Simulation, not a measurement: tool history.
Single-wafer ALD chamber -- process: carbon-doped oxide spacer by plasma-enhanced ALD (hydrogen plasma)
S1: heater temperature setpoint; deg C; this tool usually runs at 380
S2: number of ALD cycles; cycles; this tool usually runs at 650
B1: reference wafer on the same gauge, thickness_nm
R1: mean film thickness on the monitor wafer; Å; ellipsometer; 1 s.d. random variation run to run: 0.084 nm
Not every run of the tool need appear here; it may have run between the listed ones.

Run 1, hour 0: usual settings; B1 37.407. Result: R1 338.92 Å.
Run 2, hour 18.9: usual settings; B1 37.41. Result: R1 337.65 Å.
Run 3, hour 52.6: usual settings; B1 37.402. Result: R1 337.25 Å.
Run 4, hour 71.3: usual settings but S1 389 deg C; B1 37.359. Result: R1 336.85 Å.
At hour 91.1: gauge calibrated.
Run 5, hour 105.8: usual settings but S1 389 deg C; B1 37.428. Result: R1 336.81 Å.
Run 6, hour 134: usual settings but S1 389 deg C; B1 37.384. Result: R1 337.48 Å.
Run 7, hour 165.1: usual settings; B1 37.424. Result: R1 337.24 Å.
Run 8, hour 228.9: usual settings; B1 37.447. Result: R1 337 Å.
Run 9, hour 261.7: usual settings; B1 37.422. Result: R1 337.14 Å.
Run 10, hour 274.1: usual settings but S2 713 cycles; B1 37.377. Result: R1 368.84 Å.
Run 11, hour 286.8: usual settings; B1 37.401. Result: R1 336.9 Å.
Run 12, hour 316.5: usual settings; B1 37.397. Result: R1 336.37 Å.
Run 13, hour 352.4: usual settings; B1 37.387. Result: R1 336.39 Å.
Run 14, hour 383.7: usual settings but S1 385 deg C; B1 37.375. Result: R1 337.63 Å.
Run 15, hour 402: usual settings but S1 376 deg C, S2 568 cycles; B1 37.363. Result: R1 293.94 Å.
Run 16, hour 478: usual settings but S1 367 deg C, S2 751 cycles; B1 37.389. Result: R1 390.55 Å.
Run 17, hour 504.2: usual settings but S1 368 deg C, S2 754 cycles; B1 37.389. Result: R1 389.71 Å.
At hour 523.3: gauge calibrated.
Run 18, hour 524.5: usual settings but S2 587 cycles; B1 37.435. Result: R1 304.3 Å.

What will run 19 give?
Run 19, hour 551: usual settings but S1 392 deg C, S2 565 cycles; B1 ?. Result: R1 ?.

{"run 19": {"B1": 37.359, "R1": 292.47}}
Were there no unlogged condition in the tool, this run, its random variation unchanged, would have produced R1 292.47 Å.

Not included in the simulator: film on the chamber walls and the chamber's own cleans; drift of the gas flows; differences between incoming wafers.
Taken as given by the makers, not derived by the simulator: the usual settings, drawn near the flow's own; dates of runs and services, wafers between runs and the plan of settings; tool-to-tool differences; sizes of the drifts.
